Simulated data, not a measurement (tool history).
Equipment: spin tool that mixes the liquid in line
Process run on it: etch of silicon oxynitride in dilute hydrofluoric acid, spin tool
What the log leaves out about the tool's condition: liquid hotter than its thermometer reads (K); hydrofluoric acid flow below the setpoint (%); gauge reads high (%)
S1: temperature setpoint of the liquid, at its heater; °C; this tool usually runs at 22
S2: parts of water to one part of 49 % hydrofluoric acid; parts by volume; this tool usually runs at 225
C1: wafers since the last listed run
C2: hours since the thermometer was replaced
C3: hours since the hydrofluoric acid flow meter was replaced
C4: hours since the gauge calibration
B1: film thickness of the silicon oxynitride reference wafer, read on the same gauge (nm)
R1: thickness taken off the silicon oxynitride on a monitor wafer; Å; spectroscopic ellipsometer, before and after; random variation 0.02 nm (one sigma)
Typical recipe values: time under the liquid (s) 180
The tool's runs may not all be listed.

Run 1, day 0: usual settings; C1 0; C2 490.2; C3 1625.8; C4 1366; B1 50.019. Result: R1 11.38 Å.
Run 2, day 0.658: usual settings; C1 143; C2 506; C3 1641.6; C4 1381.8; B1 50.006. Result: R1 11.51 Å.
Run 3, day 1.8: usual settings but S1 23.5 °C, time under the liquid (s) 130; C1 248; C2 533.4; C3 1669; C4 1409.2; B1 49.994. Result: R1 8.99 Å.
At day 2.829: gauge calibrated.
Run 4, day 3.079: usual settings but S1 23.5 °C, time under the liquid (s) 130; C1 278; C2 564.1; C3 1699.7; C4 6; B1 50.012. Result: R1 8.89 Å.
Run 5, day 4.362: usual settings but time under the liquid (s) 210; C1 279; C2 594.9; C3 1730.5; C4 36.8; B1 49.997. Result: R1 13.11 Å.
Run 6, day 5.475: usual settings but time under the liquid (s) 210; C1 242; C2 621.6; C3 1757.2; C4 63.5; B1 49.993. Result: R1 12.79 Å.
Run 7, day 6.15: usual settings but time under the liquid (s) 210; C1 146; C2 637.8; C3 1773.4; C4 79.7; B1 50.022. Result: R1 13.13 Å.
Run 8, day 7.212: usual settings but S1 26 °C, S2 260 parts by volume; C1 231; C2 663.3; C3 1798.9; C4 105.2; B1 49.986. Result: R1 11.71 Å.
Run 9, day 8.088: usual settings but S1 24.5 °C, time under the liquid (s) 145; C1 190; C2 684.3; C3 1819.9; C4 126.2; B1 50.017. Result: R1 10.45 Å.
At day 9.238: hydrofluoric acid flow meter replaced.
Run 10, day 9.575: usual settings; C1 314; C2 720; C3 8.1; C4 161.9; B1 50.008. Result: R1 11.4 Å.
Run 11, day 10.588: usual settings but S2 310 parts by volume, time under the liquid (s) 140; C1 220; C2 744.3; C3 32.4; C4 186.2; B1 49.988. Result: R1 6.29 Å.
Run 12, day 12.496: usual settings but S1 18 °C; C1 415; C2 790.1; C3 78.2; C4 232; B1 50.022. Result: R1 9.75 Å.
Run 13, day 13.221: usual settings but S2 315 parts by volume; C1 157; C2 807.5; C3 95.6; C4 249.4; B1 50.001. Result: R1 7.8 Å.
Run 14, day 14.421: usual settings but time under the liquid (s) 225; C1 261; C2 836.3; C3 124.4; C4 278.2; B1 49.996. Result: R1 14.51 Å.
Run 15, day 15.708: usual settings; C1 280; C2 867.2; C3 155.3; C4 309.1; B1 50.008. Result: R1 11.53 Å.
Run 16, day 16.954: usual settings; C1 271; C2 897.1; C3 185.2; C4 339; B1 50.01. Result: R1 11.73 Å.
Run 17, day 17.712: usual settings; C1 165; C2 915.3; C3 203.4; C4 357.2; B1 50.001. Result: R1 11.65 Å.
At day 20.183: thermometer replaced.
Run 18, day 20.758: usual settings; C1 654; C2 13.8; C3 276.5; C4 430.3; B1 49.988. Result: R1 10.96 Å.
Run 19, day 21.783: usual settings but S2 290 parts by volume; C1 223; C2 38.4; C3 301.1; C4 454.9; B1 50.026. Result: R1 7.85 Å.
Run 20, day 24.229: usual settings but S1 27 °C, time under the liquid (s) 265; C1 532; C2 97.1; C3 359.8; C4 513.6; B1 50.005. Result: R1 18.98 Å.
Run 21, day 24.8: usual settings but S2 185 parts by volume, time under the liquid (s) 205; C1 124; C2 110.8; C3 373.5; C4 527.3; B1 50.027. Result: R1 15.15 Å.
Run 22, day 25.833: usual settings but S2 320 parts by volume; C1 225; C2 135.6; C3 398.3; C4 552.1; B1 49.99. Result: R1 7.14 Å.
Run 23, day 26.846: usual settings; C1 220; C2 159.9; C3 422.6; C4 576.4; B1 50.004. Result: R1 11.13 Å.
Run 24, day 28: usual settings but S2 165 parts by volume, time under the liquid (s) 240; C1 251; C2 187.6; C3 450.3; C4 604.1; B1 50.004. Result: R1 20.47 Å.
Run 25, day 29.438: usual settings but S1 27 °C, S2 305 parts by volume, time under the liquid (s) 75; C1 313; C2 222.1; C3 484.8; C4 638.6; B1 49.979. Result: R1 4.01 Å.
Run 26, day 30.1: usual settings; C1 144; C2 238; C3 500.7; C4 654.5; B1 49.985. Result: R1 10.93 Å.
Run 27, day 30.925: usual settings but S1 20 °C, S2 120 parts by volume, time under the liquid (s) 110; C1 179; C2 257.8; C3 520.5; C4 674.3; B1 49.985. Result: R1 12.4 Å.
Run 28, day 31.788: usual settings but S2 270 parts by volume; C1 187; C2 278.5; C3 541.2; C4 695; B1 50.016. Result: R1 9.15 Å.
Run 29, day 32.571: usual settings but S1 19 °C, S2 155 parts by volume; C1 170; C2 297.3; C3 560; C4 713.8; B1 50.009. Result: R1 14.72 Å.
Run 30, day 35.683: usual settings but S2 295 parts by volume; C1 677; C2 372; C3 634.7; C4 788.5; B1 49.99. Result: R1 8.2 Å.
Run 31, day 37.162: usual settings but S1 24.5 °C, time under the liquid (s) 260; C1 322; C2 407.5; C3 670.2; C4 824; B1 49.994. Result: R1 17.65 Å.
Run 32, day 38.321: usual settings but S2 305 parts by volume, time under the liquid (s) 260; C1 252; C2 435.3; C3 698; C4 851.8; B1 50.009. Result: R1 11.34 Å.
Run 33, day 38.979: usual settings; C1 143; C2 451.1; C3 713.8; C4 867.6; B1 50.032. Result: R1 10.94 Å.

What if the next run were any one of these 4? Each begins from the tool's condition after run 33:
Run A, day 39: usual settings but time under the liquid (s) 255; C1 4; C2 451.6; C3 714.3; C4 868.1; B1 ?. Result: R1 ?.
Run B, day 39: usual settings but S1 19 °C, time under the liquid (s) 150; C1 4; C2 451.6; C3 714.3; C4 868.1; B1 ?. Result: R1 ?.
Run C, day 39: usual settings but S2 125 parts by volume; C1 4; C2 451.6; C3 714.3; C4 868.1; B1 ?. Result: R1 ?.
Run D, day 39: usual settings but S1 23.5 °C, S2 130 parts by volume, time under the liquid (s) 75; C1 4; C2 451.6; C3 714.3; C4 868.1; B1 ?. Result: R1 ?.

run      B1     R1
  A  49.991  15.68
  B  49.991   8.06
  C  49.991  21.47
  D  49.991   9.19
Without the tool's unlogged condition, the same runs would have read:
run     R1
  A   14.9
  B   7.64
  C  20.35
  D   8.71
